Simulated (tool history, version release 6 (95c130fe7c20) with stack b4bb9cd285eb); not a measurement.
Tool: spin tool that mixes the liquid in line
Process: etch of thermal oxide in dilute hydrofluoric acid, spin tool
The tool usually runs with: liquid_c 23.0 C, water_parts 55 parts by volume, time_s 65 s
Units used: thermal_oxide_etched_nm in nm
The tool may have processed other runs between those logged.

run,day,liquid_c,water_parts,time_s,wafers since the last listed run,hours since the thermometer was replaced,hours since the hydrofluoric acid flow meter was replaced,hours since the gauge calibration,"read-back film thickness of the thermal oxide reference wafer, read on the same gauge (nm)",thermal_oxide_etched_nm
1,0.000,23.0,55,65,0,1278.7,528.6,729.8,30.01,5.90
2,3.296,23.0,55,65,660,1357.8,607.7,808.9,30.00,5.91
# day 5.429: hydrofluoric acid flow meter replaced
3,6.417,21.0,55,65,617,1432.7,23.7,883.8,29.99,5.38
4,9.192,21.0,55,65,556,1499.3,90.3,950.4,30.02,5.55
5,11.867,21.0,55,65,536,1563.5,154.5,1014.6,30.00,5.51
6,13.654,23.0,55,65,358,1606.4,197.4,1057.5,30.00,5.94
7,16.879,23.0,55,65,646,1683.8,274.8,1134.9,29.98,5.98
8,19.112,23.0,55,65,447,1737.4,328.4,1188.5,30.02,5.94
# day 20.221: thermometer replaced
9,24.588,26.0,75,65,1089,104.8,459.8,1319.9,29.98,5.07
# day 26.771: gauge calibrated
10,27.883,25.5,55,30,660,183.9,538.9,26.7,30.00,3.27
11,29.479,27.5,40,80,320,222.2,577.2,65.0,30.00,13.21
12,31.550,23.0,55,65,415,271.9,626.9,114.7,30.03,6.35
# day 31.633: thermometer replaced, repeated, since the last time left the tool worse
13,35.750,23.0,55,65,833,98.8,727.7,215.5,30.01,5.63
# day 36.162: hydrofluoric acid flow meter replaced
14,38.754,23.0,70,90,594,170.9,62.2,287.6,30.00,6.06
15,42.971,25.5,55,100,845,272.1,163.4,388.8,29.99,9.81
16,48.792,21.0,75,65,1167,411.8,303.1,528.5,30.00,3.78

Some steps in thermal_oxide_etched_nm between neighbouring runs. How much of each would the tool show without its hidden state too (settings, what came in, random variation), and how much is left for the hidden state, with any gauge scatter that isn't in both results?
Hidden state present: liquid hotter than its thermometer reads (K); hydrofluoric acid flow above the setpoint (%); gauge reads high (%).
Run 10 -> 11: liquid_c 25.5 -> 27.5, water_parts 55 -> 40, time_s 30 -> 80. thermal_oxide_etched_nm +9.94 nm: hidden state +1.19, all else +8.75.
